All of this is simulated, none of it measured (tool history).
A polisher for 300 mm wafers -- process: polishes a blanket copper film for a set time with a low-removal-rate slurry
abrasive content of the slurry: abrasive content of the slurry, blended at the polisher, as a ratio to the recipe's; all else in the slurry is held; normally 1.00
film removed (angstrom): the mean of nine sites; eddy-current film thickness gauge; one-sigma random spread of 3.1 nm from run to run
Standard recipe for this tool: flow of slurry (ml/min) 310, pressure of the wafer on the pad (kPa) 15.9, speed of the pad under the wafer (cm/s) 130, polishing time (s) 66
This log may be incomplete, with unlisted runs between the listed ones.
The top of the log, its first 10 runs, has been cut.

| run | hour | flow of slurry (ml/min) | pressure of the wafer on the pad (kPa) | speed of the pad under the wafer (cm/s) | abrasive content of the slurry | polishing time (s) | wafers since the last listed run | wafers polished on this pad | hours since the slurry nozzle was cleaned | hours since the head pressure was calibrated | hours since the slurry blender was calibrated | incoming thickness of the incoming film, nm | film removed (angstrom) |
|---|---|---|---|---|---|---|---|---|---|---|---|---|---|
| 11 | 129.8 | 275 | 12.4 | 92 | 1.00 | 76 | 136 | 1189 | 316.6 | 1005.3 | 335.1 | 864.6 | 1693 |
|  | 134.5 | worn pad replaced by a new one |
| 12 | 144.1 | 310 | 15.9 | 130 | 1.00 | 66 | 104 | 97 | 330.9 | 1019.6 | 349.4 | 853.0 | 2012 |
|  | 162.0 | slurry blender recalibrated |
| 13 | 162.5 | 310 | 17.9 | 90 | 1.15 | 85 | 166 | 264 | 349.3 | 1038.0 | 0.5 | 876.0 | 2575 |
|  | 167.2 | head pressure recalibrated |
| 14 | 170.6 | 310 | 15.9 | 170 | 1.00 | 82 | 62 | 326 | 357.4 | 3.4 | 8.6 | 865.5 | 3148 |
| 15 | 185.6 | 270 | 15.9 | 130 | 1.00 | 66 | 152 | 478 | 372.4 | 18.4 | 23.6 | 874.6 | 2102 |
|  | 191.2 | slurry nozzle cleaned |
| 16 | 196.0 | 225 | 14.5 | 88 | 0.90 | 66 | 95 | 574 | 4.8 | 28.8 | 34.0 | 854.7 | 1568 |
| 17 | 213.0 | 310 | 15.9 | 130 | 1.20 | 86 | 172 | 747 | 21.8 | 45.8 | 51.0 | 882.1 | 2975 |
| 18 | 219.4 | 310 | 15.9 | 130 | 1.00 | 66 | 65 | 812 | 28.2 | 52.2 | 57.4 | 875.9 | 2135 |
| 19 | 234.6 | 310 | 15.9 | 130 | 0.75 | 66 | 154 | 966 | 43.4 | 67.4 | 72.6 | 870.8 | 2066 |
|  | 242.0 | worn pad replaced by a new one |
| 20 | 247.4 | 310 | 15.9 | 98 | 1.00 | 66 | 89 | 55 | 56.2 | 80.2 | 85.4 | 859.8 | 1852 |
| 21 | 265.2 | 310 | 15.9 | 130 | 1.00 | 66 | 180 | 236 | 74.0 | 98.0 | 103.2 | 880.6 | 2138 |

Expected results for the next run?
| 22 | 271.4 | 310 | 15.9 | 130 | 1.00 | 66 | 63 | 299 | 80.2 | 104.2 | 109.4 | 868.6 | ? |

{"run 22": {"film removed (angstrom)": 2150}}
Without the tool's hidden state the same run would have given film removed (angstrom) 2172.

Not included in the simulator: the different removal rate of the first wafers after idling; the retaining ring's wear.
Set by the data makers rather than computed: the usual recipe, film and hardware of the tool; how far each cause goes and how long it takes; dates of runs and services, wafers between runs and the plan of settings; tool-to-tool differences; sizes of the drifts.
